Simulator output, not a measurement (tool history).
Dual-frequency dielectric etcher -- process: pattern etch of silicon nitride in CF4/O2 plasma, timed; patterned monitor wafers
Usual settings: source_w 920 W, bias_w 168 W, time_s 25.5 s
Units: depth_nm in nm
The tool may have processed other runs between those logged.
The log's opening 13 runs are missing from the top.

run,hour,source_w,bias_w,time_s,"read-back reference wafer on the same gauge, depth_nm",depth_nm
14,747.4,840,139,29.5,100.8,82.6
# hour 806.2: bias power generator calibrated
15,808.3,1010,142,31,100.8,104.2
16,863.9,1120,168,25.5,100.8,100.9
# hour 936.4: wet clean of the chamber
17,936.9,920,168,22,100.8,72.2
18,978.7,920,168,30,100.8,98.8
19,1049.1,920,168,18.5,100.8,61.1
20,1106.9,920,168,25.5,100.9,84
21,1143.6,920,168,25.5,100.8,84
22,1171.1,1110,204,29.5,100.8,125.2
23,1201.8,800,140,30.5,100.8,82.1
24,1262.8,780,168,28.5,100.8,80.8
25,1311.8,920,168,30.5,100.7,100.9
26,1357.5,1080,146,31,100.9,112.5
27,1425.9,920,168,25.5,100.8,83.6
28,1482.2,750,207,20,100.8,59.2
29,1551.8,920,168,23.5,100.8,77.4
30,1606.2,920,168,25.5,100.8,83.8

4 ways to go on from here, each from the tool as it stands after run 30. What would each give?
A,1606.6,920,168,25.5,?,?
B,1606.6,920,203,18.5,?,?
C,1606.6,810,168,23,?,?
D,1606.6,810,195,22,?,?

run,"read-back reference wafer on the same gauge, depth_nm",depth_nm
A,100.8,84.1
B,100.8,66
C,100.8,67.3
D,100.8,68.5
The same runs, with their run-to-run variation unchanged, on a tool lacking any hidden condition would have given:
run,depth_nm
A,84.7
B,66.4
C,67.8
D,69
